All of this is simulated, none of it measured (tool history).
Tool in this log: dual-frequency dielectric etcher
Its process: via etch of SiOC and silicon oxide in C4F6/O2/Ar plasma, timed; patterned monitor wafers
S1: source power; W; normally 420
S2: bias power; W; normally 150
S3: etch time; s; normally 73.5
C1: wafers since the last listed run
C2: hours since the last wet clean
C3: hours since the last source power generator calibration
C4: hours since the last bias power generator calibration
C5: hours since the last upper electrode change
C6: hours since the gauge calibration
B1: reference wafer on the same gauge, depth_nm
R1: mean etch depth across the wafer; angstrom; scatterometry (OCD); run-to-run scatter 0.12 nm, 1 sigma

| run | hour | S1 | S2 | S3 | C1 | C2 | C3 | C4 | C5 | C6 | B1 | R1 |
|---|---|---|---|---|---|---|---|---|---|---|---|---|
| 1 | 0.0 | 420 | 150 | 73.5 | 0 | 87.3 | 4227.6 | 4232.9 | 4618.8 | 67.0 | 80.2 | 798 |
|  | 23.5 | source power generator calibrated |
| 2 | 28.1 | 420 | 150 | 73.5 | 278 | 115.4 | 4.6 | 4261.0 | 4646.9 | 95.1 | 80.2 | 810 |
| 3 | 57.1 | 420 | 150 | 73.5 | 334 | 144.4 | 33.6 | 4290.0 | 4675.9 | 124.1 | 80.2 | 808 |
| 4 | 89.4 | 420 | 150 | 73.5 | 373 | 176.7 | 65.9 | 4322.3 | 4708.2 | 156.4 | 80.2 | 808 |
| 5 | 118.9 | 420 | 150 | 73.5 | 340 | 206.2 | 95.4 | 4351.8 | 4737.7 | 185.9 | 80.2 | 804 |
| 6 | 147.1 | 420 | 150 | 73.5 | 325 | 234.4 | 123.6 | 4380.0 | 4765.9 | 214.1 | 80.2 | 803 |
| 7 | 174.9 | 420 | 150 | 73.5 | 321 | 262.2 | 151.4 | 4407.8 | 4793.7 | 241.9 | 80.2 | 803 |
| 8 | 207.2 | 420 | 150 | 73.5 | 373 | 294.5 | 183.7 | 4440.1 | 4826.0 | 274.2 | 80.2 | 802 |
| 9 | 226.6 | 420 | 165 | 73.5 | 224 | 313.9 | 203.1 | 4459.5 | 4845.4 | 293.6 | 80.2 | 827 |
| 10 | 284.8 | 450 | 164 | 73.5 | 672 | 372.1 | 261.3 | 4517.7 | 4903.6 | 351.8 | 80.2 | 843 |
|  | 319.7 | upper electrode replaced |
| 11 | 320.2 | 420 | 150 | 73.5 | 131 | 407.5 | 296.7 | 4553.1 | 0.5 | 387.2 | 80.2 | 796 |
|  | 350.9 | wet clean of the chamber |
| 12 | 351.4 | 420 | 166 | 58.5 | 83 | 0.5 | 327.9 | 4584.3 | 31.7 | 418.4 | 80.2 | 673 |
| 13 | 351.8 | 420 | 150 | 73.5 | 4 | 0.9 | 328.3 | 4584.7 | 32.1 | 418.8 | 80.2 | 820 |
| 14 | 361.4 | 420 | 150 | 73.5 | 110 | 10.5 | 337.9 | 4594.3 | 41.7 | 428.4 | 80.2 | 820 |
| 15 | 374.5 | 340 | 135 | 60.5 | 151 | 23.6 | 351.0 | 4607.4 | 54.8 | 441.5 | 80.2 | 604 |
| 16 | 410.2 | 420 | 150 | 73.5 | 412 | 59.3 | 386.7 | 4643.1 | 90.5 | 477.2 | 80.2 | 817 |
| 17 | 442.2 | 420 | 150 | 73.5 | 369 | 91.3 | 418.7 | 4675.1 | 122.5 | 509.2 | 80.2 | 813 |
| 18 | 456.9 | 420 | 134 | 94.0 | 169 | 106.0 | 433.4 | 4689.8 | 137.2 | 523.9 | 80.2 | 1006 |
| 19 | 482.7 | 370 | 139 | 73.5 | 297 | 131.8 | 459.2 | 4715.6 | 163.0 | 549.7 | 80.2 | 760 |
| 20 | 510.3 | 370 | 150 | 85.0 | 318 | 159.4 | 486.8 | 4743.2 | 190.6 | 577.3 | 80.1 | 897 |
|  | 515.4 | bias power generator calibrated |
|  | 518.8 | gauge calibrated |
| 21 | 543.3 | 420 | 137 | 84.0 | 334 | 192.4 | 519.8 | 27.9 | 223.6 | 24.5 | 80.2 | 901 |
| 22 | 568.8 | 320 | 150 | 62.5 | 294 | 217.9 | 545.3 | 53.4 | 249.1 | 50.0 | 80.2 | 623 |
| 23 | 580.8 | 420 | 150 | 73.5 | 138 | 229.9 | 557.3 | 65.4 | 261.1 | 62.0 | 80.2 | 809 |
| 24 | 602.3 | 420 | 150 | 88.0 | 248 | 251.4 | 578.8 | 86.9 | 282.6 | 83.5 | 80.2 | 966 |
| 25 | 627.3 | 330 | 170 | 73.5 | 288 | 276.4 | 603.8 | 111.9 | 307.6 | 108.5 | 80.1 | 769 |
| 26 | 649.4 | 470 | 160 | 89.0 | 255 | 298.5 | 625.9 | 134.0 | 329.7 | 130.6 | 80.2 | 1038 |
|  | 702.6 | wet clean of the chamber |
| 27 | 703.1 | 370 | 168 | 94.0 | 342 | 0.5 | 679.6 | 187.7 | 383.4 | 184.3 | 80.2 | 1035 |
| 28 | 703.4 | 420 | 166 | 58.5 | 3 | 0.8 | 679.9 | 188.0 | 383.7 | 184.6 | 80.2 | 672 |
| 29 | 711.2 | 460 | 174 | 55.5 | 90 | 8.6 | 687.7 | 195.8 | 391.5 | 192.4 | 80.1 | 669 |
| 30 | 734.2 | 420 | 122 | 86.0 | 265 | 31.6 | 710.7 | 218.8 | 414.5 | 215.4 | 80.2 | 895 |

Run by run, hidden condition taken away, random variation retained:
Unlogged tool condition in this case: etch rate over this chamber's usual, %; source power that arrives over what is set, %; bias power that arrives over what is set, %; gauge reads high (%).
| run | R1 |
|---|---|
| 1 | 820 |
| 2 | 819 |
| 3 | 818 |
| 4 | 819 |
| 5 | 816 |
| 6 | 817 |
| 7 | 817 |
| 8 | 818 |
| 9 | 844 |
| 10 | 864 |
| 11 | 816 |
| 12 | 672 |
| 13 | 819 |
| 14 | 820 |
| 15 | 604 |
| 16 | 819 |
| 17 | 816 |
| 18 | 1011 |
| 19 | 764 |
| 20 | 903 |
| 21 | 909 |
| 22 | 630 |
| 23 | 818 |
| 24 | 977 |
| 25 | 780 |
| 26 | 1053 |
| 27 | 1035 |
| 28 | 672 |
| 29 | 670 |
| 30 | 897 |
